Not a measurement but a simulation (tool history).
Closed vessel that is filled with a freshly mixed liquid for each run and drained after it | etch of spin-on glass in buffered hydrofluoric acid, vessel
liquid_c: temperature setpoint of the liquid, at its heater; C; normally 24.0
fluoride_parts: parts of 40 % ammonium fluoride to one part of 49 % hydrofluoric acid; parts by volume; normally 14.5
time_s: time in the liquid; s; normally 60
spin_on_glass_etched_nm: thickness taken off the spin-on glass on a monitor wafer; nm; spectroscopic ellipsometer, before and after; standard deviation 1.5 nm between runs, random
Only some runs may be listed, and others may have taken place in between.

run   hour  liquid_c  fluoride_parts  time_s  read-back film thickness of the spin-on glass reference wafer, read on the same gauge (nm)  spin_on_glass_etched_nm
  1    0.0      24.0            14.5      60                                                                                      129.98                   159.79
  2   12.9      24.0            14.5      60                                                                                      130.01                   156.50
  3   37.0      24.0            14.5      60                                                                                      130.00                   161.33
  4   71.2      24.0            14.5      60                                                                                      130.02                   160.05
  5   94.8      24.0            18.5      60                                                                                      129.99                   127.71
  6  117.9      24.0            18.5      60                                                                                      130.00                   125.76
  7  130.1      24.0            18.5      60                                                                                      130.03                   127.85
  8  155.7      24.0            14.5      60                                                                                      129.99                   159.50
  9  178.5      24.0            14.5      60                                                                                      129.98                   158.55
 10  209.7      24.0            14.5      60                                                                                      130.01                   179.68
 11  244.1      24.0            14.5      75                                                                                      130.00                   223.49
 12  256.8      24.0            14.5      60                                                                                      130.04                   180.63
 13  284.9      24.0            14.5      60                                                                                      129.97                   180.48
 14  312.2      24.0            14.5      60                                                                                      130.00                   184.78
 15  325.4      24.0            14.5      60                                                                                      130.00                   181.70
 16  356.0      22.0            14.5      60                                                                                      130.01                   164.22
 17  427.1      24.0            11.5      60                                                                                      130.00                   230.97
 18  439.5      22.0            10.0      60                                                                                      130.01                   224.76
 19  455.1      21.0            14.5      60                                                                                      130.00                   153.92
 20  480.3      27.5            19.5      30                                                                                      130.01                    82.93
 21  510.4      26.0             9.5      30                                                                                      130.00                   148.63
 22  534.2      22.0            16.5      90                                                                                      129.99                   197.29
 23  557.9      21.0            11.0      70                                                                                      130.00                   218.65
 24  574.2      24.0            20.0      60                                                                                      129.99                   121.86
 25  606.9      21.5            14.5      60                                                                                      129.98                   146.61
 26  711.6      29.0            14.5      60                                                                                      130.00                   216.98
 27  727.9      24.0             9.0      60                                                                                      130.01                   256.96
 28  755.9      24.0            14.5      60                                                                                      130.00                   168.72
 29  769.2      22.0            16.5      90                                                                                      130.00                   199.47
 30  793.4      24.0            20.0      80                                                                                      130.00                   164.05
 31  820.0      20.0             9.5      60                                                                                      130.01                   201.04
 32  851.7      24.0            14.5      70                                                                                      130.02                   197.05

Missing from the log above: 3 entries noted between runs. For each, name the pair of listed runs it sits between and say how the tool's hidden condition differs from the listed run just before to the listed run just after:
Between runs 9 and 10: thermometer replaced (hour 192.7)
  liquid colder than its thermometer reads (K): 2.87 -> 0.728; hydrofluoric acid flow above the setpoint (%): 6.82 -> 7.11
  measured minus no-state result, spin_on_glass_etched_nm: -15.53 -> +4.85 nm
Between runs 13 and 14: gauge calibrated (hour 290.2)
  liquid colder than its thermometer reads (K): 0.798 -> 0.823; hydrofluoric acid flow above the setpoint (%): 7.8 -> 8.05
  measured minus no-state result, spin_on_glass_etched_nm: +5.32 -> +5.66 nm
Between runs 21 and 22: hydrofluoric acid flow meter replaced (hour 533.5)
  liquid colder than its thermometer reads (K): 1.01 -> 1.03; hydrofluoric acid flow above the setpoint (%): 9.88 -> 0.215
  measured minus no-state result, spin_on_glass_etched_nm: +3.40 -> -11.18 nm

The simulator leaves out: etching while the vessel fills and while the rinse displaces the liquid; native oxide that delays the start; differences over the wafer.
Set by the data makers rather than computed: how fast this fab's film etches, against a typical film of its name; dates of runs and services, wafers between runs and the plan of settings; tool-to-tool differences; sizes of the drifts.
